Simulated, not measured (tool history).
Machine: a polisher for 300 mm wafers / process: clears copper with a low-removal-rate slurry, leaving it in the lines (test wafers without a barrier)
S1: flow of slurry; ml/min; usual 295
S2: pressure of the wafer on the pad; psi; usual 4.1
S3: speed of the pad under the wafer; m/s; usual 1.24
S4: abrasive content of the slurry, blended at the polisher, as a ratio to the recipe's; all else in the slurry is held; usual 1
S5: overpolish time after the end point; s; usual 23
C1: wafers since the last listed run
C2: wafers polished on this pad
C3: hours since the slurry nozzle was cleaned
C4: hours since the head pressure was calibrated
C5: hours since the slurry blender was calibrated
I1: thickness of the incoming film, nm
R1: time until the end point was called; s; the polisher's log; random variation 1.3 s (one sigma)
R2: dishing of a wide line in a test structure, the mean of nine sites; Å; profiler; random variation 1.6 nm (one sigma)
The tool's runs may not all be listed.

run 1 hour=0 | S1=295 S2=4.1 S3=1.24 S4=1 S5=23 | C1=0 C2=417 C3=337.3 C4=1543.3 C5=181.7 | I1=388.7 | R1=105.9 R2=509
run 2 hour=14.5 | S1=295 S2=4.1 S3=1.24 S4=1 S5=23 | C1=94 C2=511 C3=351.8 C4=1557.8 C5=196.2 | I1=388.1 | R1=107.8 R2=556
run 3 hour=32 | S1=295 S2=4.1 S3=1.24 S4=1 S5=23 | C1=113 C2=625 C3=369.3 C4=1575.3 C5=213.7 | I1=392.7 | R1=109.1 R2=526
run 4 hour=48.2 | S1=295 S2=4.1 S3=1.42 S4=1 S5=23 | C1=105 C2=730 C3=385.5 C4=1591.5 C5=229.9 | I1=394.3 | R1=102.6 R2=572
-- hour=55.1 worn pad replaced by a new one
run 5 hour=56 | S1=295 S2=4.1 S3=1.42 S4=1 S5=23 | C1=24 C2=5 C3=393.3 C4=1599.3 C5=237.7 | I1=395.6 | R1=90.6 R2=619
run 6 hour=69 | S1=295 S2=4.1 S3=1.24 S4=1 S5=23 | C1=84 C2=90 C3=406.3 C4=1612.3 C5=250.7 | I1=387.3 | R1=101.6 R2=549
-- hour=76.9 slurry nozzle cleaned
-- hour=79.6 head pressure recalibrated
run 7 hour=80.1 | S1=295 S2=4.1 S3=1.24 S4=1 S5=23 | C1=52 C2=142 C3=3.2 C4=0.5 C5=261.8 | I1=387.5 | R1=104.5 R2=565
run 8 hour=91.7 | S1=225 S2=4.1 S3=0.98 S4=1 S5=23 | C1=75 C2=218 C3=14.8 C4=12.1 C5=273.4 | I1=395.9 | R1=125.5 R2=466
run 9 hour=104.6 | S1=295 S2=4.1 S3=1.24 S4=1 S5=23 | C1=83 C2=301 C3=27.7 C4=25 C5=286.3 | I1=399.4 | R1=112 R2=523
run 10 hour=118.3 | S1=195 S2=5.4 S3=1.56 S4=0.9 S5=23 | C1=88 C2=390 C3=41.4 C4=38.7 C5=300 | I1=390.9 | R1=84.9 R2=624
-- hour=124.2 slurry blender recalibrated
run 11 hour=131 | S1=295 S2=4.1 S3=1.24 S4=1.2 S5=23 | C1=69 C2=460 C3=54.1 C4=51.4 C5=6.8 | I1=392.8 | R1=94.4 R2=618
run 12 hour=143.3 | S1=370 S2=4.1 S3=1.64 S4=1 S5=15 | C1=79 C2=540 C3=66.4 C4=63.7 C5=19.1 | I1=397 | R1=81.4 R2=482
run 13 hour=153.2 | S1=295 S2=4.1 S3=1.24 S4=1 S5=23 | C1=64 C2=604 C3=76.3 C4=73.6 C5=29 | I1=397.6 | R1=102.3 R2=567
-- hour=168.8 worn pad replaced by a new one
run 14 hour=169.3 | S1=190 S2=4.1 S3=1.56 S4=1 S5=23 | C1=78 C2=3 C3=92.4 C4=89.7 C5=45.1 | I1=390.2 | R1=78.1 R2=666

Below, some changes in R1 between adjacent runs. For each, the amount present without the hidden state too (settings, incoming material, random variation) and the amount remaining for the hidden state with gauge scatter not shared by both compared results:
Hidden conditions of the tool in this case: removal rate lost through wear of the pad, %; slurry flow missing at the pad, %; deviation of the head's pressure from its setpoint, %; abrasive missing from the slurry, %.
Run 4 -> 5: worn pad replaced by a new one. R1 -12 s: hidden state -13.2, all else +1.2.
Run 9 -> 10: S1 295 -> 195, S2 4.1 -> 5.4, S3 1.24 -> 1.56, S4 1 -> 0.9. R1 -27.1 s: hidden state -4.8, all else -22.3.

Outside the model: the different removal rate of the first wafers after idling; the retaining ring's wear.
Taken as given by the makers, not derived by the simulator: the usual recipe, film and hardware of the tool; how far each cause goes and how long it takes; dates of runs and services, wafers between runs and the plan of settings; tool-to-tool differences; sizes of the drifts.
